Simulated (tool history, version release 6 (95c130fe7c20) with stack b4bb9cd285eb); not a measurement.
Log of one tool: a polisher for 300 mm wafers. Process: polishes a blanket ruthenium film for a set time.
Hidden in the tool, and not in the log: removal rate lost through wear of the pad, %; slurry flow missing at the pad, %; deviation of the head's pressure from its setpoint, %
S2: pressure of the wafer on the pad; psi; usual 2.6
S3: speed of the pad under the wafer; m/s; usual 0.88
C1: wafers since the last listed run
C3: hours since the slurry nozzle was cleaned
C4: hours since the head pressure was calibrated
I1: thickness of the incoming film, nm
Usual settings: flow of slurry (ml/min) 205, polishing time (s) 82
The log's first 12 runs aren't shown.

run 13 hour=330.7 | flow_of_slurry_(ml/min)=205 S2=2.6 S3=0.88 polishing_time_(s)=82 | C1=764 wafers_polished_on_this_pad=771 C3=620.6 C4=139.0 | I1=507.6 | film_removed_(nm)=95.8
run 14 hour=350.5 | flow_of_slurry_(ml/min)=205 S2=2.6 S3=0.88 polishing_time_(s)=82 | C1=237 wafers_polished_on_this_pad=1008 C3=640.4 C4=158.8 | I1=511.2 | film_removed_(nm)=95.3
run 15 hour=393.4 | flow_of_slurry_(ml/min)=205 S2=2.6 S3=0.88 polishing_time_(s)=66 | C1=514 wafers_polished_on_this_pad=1523 C3=683.3 C4=201.7 | I1=504.6 | film_removed_(nm)=75.6
run 16 hour=410.2 | flow_of_slurry_(ml/min)=205 S2=2.6 S3=0.88 polishing_time_(s)=82 | C1=201 wafers_polished_on_this_pad=1724 C3=700.1 C4=218.5 | I1=503.4 | film_removed_(nm)=95.4
run 17 hour=428.4 | flow_of_slurry_(ml/min)=250 S2=2.1 S3=0.60 polishing_time_(s)=90 | C1=218 wafers_polished_on_this_pad=1942 C3=718.3 C4=236.7 | I1=501.2 | film_removed_(nm)=68.3
run 18 hour=451.7 | flow_of_slurry_(ml/min)=240 S2=2.9 S3=0.74 polishing_time_(s)=53 | C1=279 wafers_polished_on_this_pad=2221 C3=741.6 C4=260.0 | I1=508.1 | film_removed_(nm)=61.6
run 19 hour=472.8 | flow_of_slurry_(ml/min)=205 S2=3.1 S3=0.88 polishing_time_(s)=82 | C1=252 wafers_polished_on_this_pad=2474 C3=762.7 C4=281.1 | I1=513.7 | film_removed_(nm)=111.5
-- hour=477.4 worn pad replaced by a new one
run 20 hour=494.4 | flow_of_slurry_(ml/min)=205 S2=2.6 S3=0.88 polishing_time_(s)=63 | C1=210 wafers_polished_on_this_pad=204 C3=784.3 C4=302.7 | I1=512.0 | film_removed_(nm)=72.6
run 21 hour=527.5 | flow_of_slurry_(ml/min)=205 S2=2.6 S3=0.78 polishing_time_(s)=82 | C1=396 wafers_polished_on_this_pad=600 C3=817.4 C4=335.8 | I1=508.9 | film_removed_(nm)=87.8
run 22 hour=556.3 | flow_of_slurry_(ml/min)=205 S2=2.6 S3=0.88 polishing_time_(s)=82 | C1=345 wafers_polished_on_this_pad=946 C3=846.2 C4=364.6 | I1=505.3 | film_removed_(nm)=94.8
-- hour=566.5 slurry nozzle cleaned
run 23 hour=581.6 | flow_of_slurry_(ml/min)=205 S2=2.3 S3=0.96 polishing_time_(s)=82 | C1=291 wafers_polished_on_this_pad=1237 C3=15.1 C4=389.9 | I1=503.7 | film_removed_(nm)=91.3
run 24 hour=596.9 | flow_of_slurry_(ml/min)=205 S2=2.6 S3=0.88 polishing_time_(s)=104 | C1=183 wafers_polished_on_this_pad=1420 C3=30.4 C4=405.2 | I1=510.8 | film_removed_(nm)=121.6
run 25 hour=615.2 | flow_of_slurry_(ml/min)=160 S2=2.6 S3=0.88 polishing_time_(s)=82 | C1=219 wafers_polished_on_this_pad=1640 C3=48.7 C4=423.5 | I1=516.9 | film_removed_(nm)=91.6
run 26 hour=650.9 | flow_of_slurry_(ml/min)=165 S2=2.6 S3=0.88 polishing_time_(s)=82 | C1=427 wafers_polished_on_this_pad=2068 C3=84.4 C4=459.2 | I1=500.8 | film_removed_(nm)=91.1
-- hour=664.2 worn pad replaced by a new one
-- hour=672.0 head pressure recalibrated
run 27 hour=735.8 | flow_of_slurry_(ml/min)=250 S2=2.1 S3=0.60 polishing_time_(s)=90 | C1=945 wafers_polished_on_this_pad=834 C3=169.3 C4=63.8 | I1=508.4 | film_removed_(nm)=68.4

The next listed run, before its measurement:
run 28 hour=765.8 | flow_of_slurry_(ml/min)=205 S2=2.6 S3=0.88 polishing_time_(s)=82 | C1=359 wafers_polished_on_this_pad=1194 C3=199.3 C4=93.8 | I1=513.1 | film_removed_(nm)=?

Run 28 gave film removed (nm) 93.9.
Without the tool's hidden state the same run would have given film removed (nm) 93.9.

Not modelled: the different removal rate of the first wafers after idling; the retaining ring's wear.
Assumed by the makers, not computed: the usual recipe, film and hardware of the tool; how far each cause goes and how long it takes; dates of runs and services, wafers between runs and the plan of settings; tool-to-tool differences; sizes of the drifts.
